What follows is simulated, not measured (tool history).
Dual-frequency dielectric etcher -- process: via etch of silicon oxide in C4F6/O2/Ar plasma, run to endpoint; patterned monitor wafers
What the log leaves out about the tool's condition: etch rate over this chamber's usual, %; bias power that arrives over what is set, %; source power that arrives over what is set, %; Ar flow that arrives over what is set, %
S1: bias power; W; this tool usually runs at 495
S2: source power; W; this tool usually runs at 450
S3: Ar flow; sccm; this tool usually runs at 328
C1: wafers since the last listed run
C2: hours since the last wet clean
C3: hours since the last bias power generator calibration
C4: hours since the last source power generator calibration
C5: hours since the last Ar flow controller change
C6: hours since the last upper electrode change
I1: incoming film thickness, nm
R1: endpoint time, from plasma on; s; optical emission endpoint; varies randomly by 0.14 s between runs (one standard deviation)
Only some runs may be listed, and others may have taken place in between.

run 1 hour=0.0 | S1=396 S2=450 S3=328 | C1=0 C2=557.0 C3=3226.9 C4=3573.6 C5=5977.7 C6=4652.1 | I1=110.0 | R1=26.4
run 2 hour=33.3 | S1=495 S2=450 S3=390 | C1=455 C2=590.3 C3=3260.2 C4=3606.9 C5=6011.0 C6=4685.4 | I1=111.2 | R1=24.6
run 3 hour=53.9 | S1=495 S2=450 S3=328 | C1=281 C2=610.9 C3=3280.8 C4=3627.5 C5=6031.6 C6=4706.0 | I1=111.1 | R1=23.8
run 4 hour=84.9 | S1=495 S2=450 S3=328 | C1=423 C2=641.9 C3=3311.8 C4=3658.5 C5=6062.6 C6=4737.0 | I1=110.3 | R1=23.9
-- hour=122.6 upper electrode replaced
-- hour=122.8 wet clean of the chamber
run 5 hour=123.1 | S1=495 S2=450 S3=328 | C1=192 C2=0.3 C3=3350.0 C4=3696.7 C5=6100.8 C6=0.5 | I1=110.4 | R1=24.6
run 6 hour=123.5 | S1=495 S2=450 S3=328 | C1=5 C2=0.7 C3=3350.4 C4=3697.1 C5=6101.2 C6=0.9 | I1=110.7 | R1=24.7
-- hour=134.6 bias power generator calibrated
-- hour=174.1 wet clean of the chamber, repeated, since the last time left the tool worse
run 7 hour=174.6 | S1=495 S2=450 S3=328 | C1=315 C2=0.5 C3=40.0 C4=3748.2 C5=6152.3 C6=52.0 | I1=110.8 | R1=22.8
run 8 hour=174.9 | S1=495 S2=370 S3=328 | C1=4 C2=0.8 C3=40.3 C4=3748.5 C5=6152.6 C6=52.3 | I1=110.5 | R1=25.0
-- hour=187.4 Ar flow controller replaced
run 9 hour=196.4 | S1=619 S2=480 S3=363 | C1=211 C2=22.3 C3=61.8 C4=3770.0 C5=9.0 C6=73.8 | I1=110.0 | R1=20.0
run 10 hour=231.7 | S1=495 S2=450 S3=328 | C1=482 C2=57.6 C3=97.1 C4=3805.3 C5=44.3 C6=109.1 | I1=110.4 | R1=22.8
-- hour=242.6 source power generator calibrated
run 11 hour=264.9 | S1=403 S2=450 S3=278 | C1=399 C2=90.8 C3=130.3 C4=22.3 C5=77.5 C6=142.3 | I1=110.4 | R1=24.8
run 12 hour=280.5 | S1=495 S2=450 S3=297 | C1=213 C2=106.4 C3=145.9 C4=37.9 C5=93.1 C6=157.9 | I1=109.6 | R1=22.6
run 13 hour=308.9 | S1=407 S2=450 S3=357 | C1=388 C2=134.8 C3=174.3 C4=66.3 C5=121.5 C6=186.3 | I1=110.3 | R1=25.5
run 14 hour=329.2 | S1=495 S2=450 S3=328 | C1=277 C2=155.1 C3=194.6 C4=86.6 C5=141.8 C6=206.6 | I1=109.1 | R1=22.8

Table of differences, measured result less the result of that run with no hidden state. Run-to-run variation is the same in both. Gauge scatter possibly is not:
run=1 R1=+0.9
run=2 R1=+0.9
run=3 R1=+0.9
run=4 R1=+0.9
run=5 R1=+1.6
run=6 R1=+1.6
run=7 R1=-0.1
run=8 R1=-0.1
run=9 R1=+0.0
run=10 R1=+0.0
run=11 R1=+0.1
run=12 R1=+0.1
run=13 R1=+0.2
run=14 R1=+0.2
